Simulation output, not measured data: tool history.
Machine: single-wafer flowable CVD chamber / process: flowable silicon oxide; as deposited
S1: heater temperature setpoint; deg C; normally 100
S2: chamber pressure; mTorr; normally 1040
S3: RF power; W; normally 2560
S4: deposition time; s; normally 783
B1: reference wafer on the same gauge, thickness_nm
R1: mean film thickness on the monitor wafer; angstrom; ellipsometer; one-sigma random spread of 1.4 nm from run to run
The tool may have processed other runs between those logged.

Run 1, day 0: usual settings; B1 676.33. Result: R1 6434.45 angstrom.
Run 2, day 1.058: usual settings; B1 675.556. Result: R1 6424.37 angstrom.
Run 3, day 1.762: usual settings; B1 675.921. Result: R1 6434.67 angstrom.
At day 4.208: capacitance manometer re-zeroed and calibrated.
Run 4, day 6: usual settings; B1 675.869. Result: R1 6463.16 angstrom.
Run 5, day 7.333: usual settings; B1 675.562. Result: R1 6463.23 angstrom.
Run 6, day 8.479: usual settings; B1 675.93. Result: R1 6435.88 angstrom.
Run 7, day 9.133: usual settings but S2 970 mTorr; B1 676.366. Result: R1 5987.17 angstrom.
Run 8, day 10.029: usual settings but S2 970 mTorr; B1 675.994. Result: R1 5983.63 angstrom.
Run 9, day 11.071: usual settings but S4 724 s; B1 675.753. Result: R1 5948.23 angstrom.
Run 10, day 14.458: usual settings but S1 112 deg C, S3 2080 W, S4 883 s; B1 676.214. Result: R1 4442.29 angstrom.
Run 11, day 15.683: usual settings but S4 633 s; B1 676.092. Result: R1 5157.53 angstrom.
At day 16.121: RF generator calibrated.
At day 16.196: showerhead replaced.
Run 12, day 16.217: usual settings; B1 676.03. Result: R1 6406.91 angstrom.
Run 13, day 17.258: usual settings; B1 676.222. Result: R1 6382.73 angstrom.
Run 14, day 18.392: usual settings but S2 1150 mTorr, S3 2245 W; B1 676.564. Result: R1 6887.31 angstrom.
Run 15, day 19.725: usual settings but S1 94 deg C, S2 890 mTorr; B1 676.221. Result: R1 6801.2 angstrom.
Run 16, day 20.746: usual settings but S1 106 deg C, S2 950 mTorr, S3 2695 W, S4 648 s; B1 675.811. Result: R1 3854.07 angstrom.
Run 17, day 21.433: usual settings but S1 86 deg C, S2 790 mTorr, S3 2695 W, S4 885 s; B1 675.255. Result: R1 9087.12 angstrom.
Run 18, day 22.112: usual settings but S4 896 s; B1 675.295. Result: R1 7310.9 angstrom.
At day 23.05: thermocouple changed; heater temperature recalibrated.
Run 19, day 23.312: usual settings but S1 92 deg C, S2 1150 mTorr, S3 2725 W, S4 715 s; B1 675.71. Result: R1 8863.87 angstrom.
Run 20, day 24.538: usual settings but S3 2955 W; B1 675.741. Result: R1 6550.38 angstrom.
At day 24.692: gauge calibrated.
Run 21, day 25.167: usual settings but S4 724 s; B1 675.437. Result: R1 5952.99 angstrom.
Run 22, day 26.167: usual settings but S1 86 deg C, S3 2075 W, S4 843 s; B1 675.803. Result: R1 11094.34 angstrom.
Run 23, day 26.708: usual settings but S1 92 deg C; B1 676.242. Result: R1 8746.6 angstrom.
Run 24, day 27.396: usual settings; B1 676.204. Result: R1 6448.66 angstrom.
Run 25, day 28.896: usual settings but S1 87 deg C, S2 860 mTorr, S3 2215 W, S4 926 s; B1 675.862. Result: R1 9850.83 angstrom.
Run 26, day 30.354: usual settings but S1 91 deg C, S2 930 mTorr, S4 834 s; B1 675.87. Result: R1 8583.27 angstrom.
Run 27, day 31.671: usual settings but S3 2920 W, S4 630 s; B1 675.56. Result: R1 5259.36 angstrom.
Run 28, day 34.525: usual settings; B1 675.755. Result: R1 6423.17 angstrom.

Each row is a separate what-if for the run after 28, all from the same tool condition, not one after another. Results?
Run A, day 34.55: usual settings; B1 ?. Result: R1 ?.
Run B, day 34.55: usual settings but S1 89 deg C, S2 1230 mTorr, S3 2850 W, S4 879 s; B1 ?. Result: R1 ?.
Run C, day 34.55: usual settings but S1 88 deg C, S4 689 s; B1 ?. Result: R1 ?.
Run D, day 34.55: usual settings but S2 1150 mTorr, S4 680 s; B1 ?. Result: R1 ?.

run       B1        R1
  A  675.898   6440.29
  B  675.898  12927.51
  C  675.898   8799.88
  D  675.898   6166.95
Had the tool no hidden state, the same runs would have come out as:
run        R1
  A   6531.36
  B  13093.08
  C   8921.81
  D   6247.77
